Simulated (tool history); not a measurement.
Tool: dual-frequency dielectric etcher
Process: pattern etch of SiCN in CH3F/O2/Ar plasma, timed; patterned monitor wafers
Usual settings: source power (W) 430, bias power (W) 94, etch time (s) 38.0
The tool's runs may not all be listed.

run,hour,source power (W),bias power (W),etch time (s),wafers since the last listed run,hours since the last wet clean,hours since the last source power generator calibration,hours since the last bias power generator calibration,hours since the last upper electrode change,hours since the gauge calibration,"read-back reference wafer on the same gauge, depth_nm",mean etch depth across the wafer (Å)
1,0.0,430,94,38.0,0,506.9,3483.7,894.0,2445.0,654.9,14.30,168.4
# hour 30.6: wet clean of the chamber
2,87.0,430,94,38.0,660,56.4,3570.7,981.0,2532.0,741.9,14.30,172.6
3,193.3,430,94,38.0,1115,162.7,3677.0,1087.3,2638.3,848.2,14.29,172.3
4,281.4,430,94,38.0,924,250.8,3765.1,1175.4,2726.4,936.3,14.31,170.2
5,338.6,430,94,38.0,600,308.0,3822.3,1232.6,2783.6,993.5,14.31,171.9
6,391.9,430,94,38.0,559,361.3,3875.6,1285.9,2836.9,1046.8,14.28,169.4
# hour 436.8: bias power generator calibrated
7,447.5,430,94,38.0,541,416.9,3931.2,10.7,2892.5,1102.4,14.29,165.0
# hour 535.3: wet clean of the chamber
8,535.8,430,94,35.0,674,0.5,4019.5,99.0,2980.8,1190.7,14.29,155.5
# hour 543.2: source power generator calibrated
# hour 600.7: upper electrode replaced
9,638.0,430,94,35.0,778,102.7,94.8,201.2,37.3,1292.9,14.31,156.6
10,691.0,430,94,35.0,555,155.7,147.8,254.2,90.3,1345.9,14.30,154.8
11,753.8,480,94,31.0,658,218.5,210.6,317.0,153.1,1408.7,14.29,143.8
12,830.4,430,94,38.0,803,295.1,287.2,393.6,229.7,1485.3,14.31,167.3
13,884.9,430,94,38.0,571,349.6,341.7,448.1,284.2,1539.8,14.29,168.9
14,928.3,430,103,42.0,455,393.0,385.1,491.5,327.6,1583.2,14.29,192.0
# hour 986.8: wet clean of the chamber
15,1005.6,520,105,38.0,559,18.8,462.4,568.8,404.9,1660.5,14.29,196.3
# hour 1068.4: gauge calibrated
16,1099.4,430,79,31.5,984,112.6,556.2,662.6,498.7,31.0,14.30,130.7
17,1144.0,430,77,38.0,467,157.2,600.8,707.2,543.3,75.6,14.31,155.4
18,1206.8,430,94,38.0,658,220.0,663.6,770.0,606.1,138.4,14.29,170.2
19,1280.6,430,87,38.0,774,293.8,737.4,843.8,679.9,212.2,14.30,163.9
20,1322.8,320,113,46.5,442,336.0,779.6,886.0,722.1,254.4,14.31,197.4
21,1430.7,430,94,38.0,1131,443.9,887.5,993.9,830.0,362.3,14.30,168.5

4 ways to go on from here, each from the tool as it stands after run 21. What would each give?
A,1431.1,430,113,38.0,4,444.3,887.9,994.3,830.4,362.7,?,?
B,1431.1,430,72,28.0,4,444.3,887.9,994.3,830.4,362.7,?,?
C,1431.1,380,109,31.5,4,444.3,887.9,994.3,830.4,362.7,?,?
D,1431.1,430,116,38.0,4,444.3,887.9,994.3,830.4,362.7,?,?

run,"read-back reference wafer on the same gauge, depth_nm",mean etch depth across the wafer (Å)
A,14.30,183.4
B,14.30,109.4
C,14.30,141.3
D,14.30,185.7
Without the tool's hidden state the same runs would have given:
run,mean etch depth across the wafer (Å)
A,185.9
B,111.1
C,143.2
D,188.2
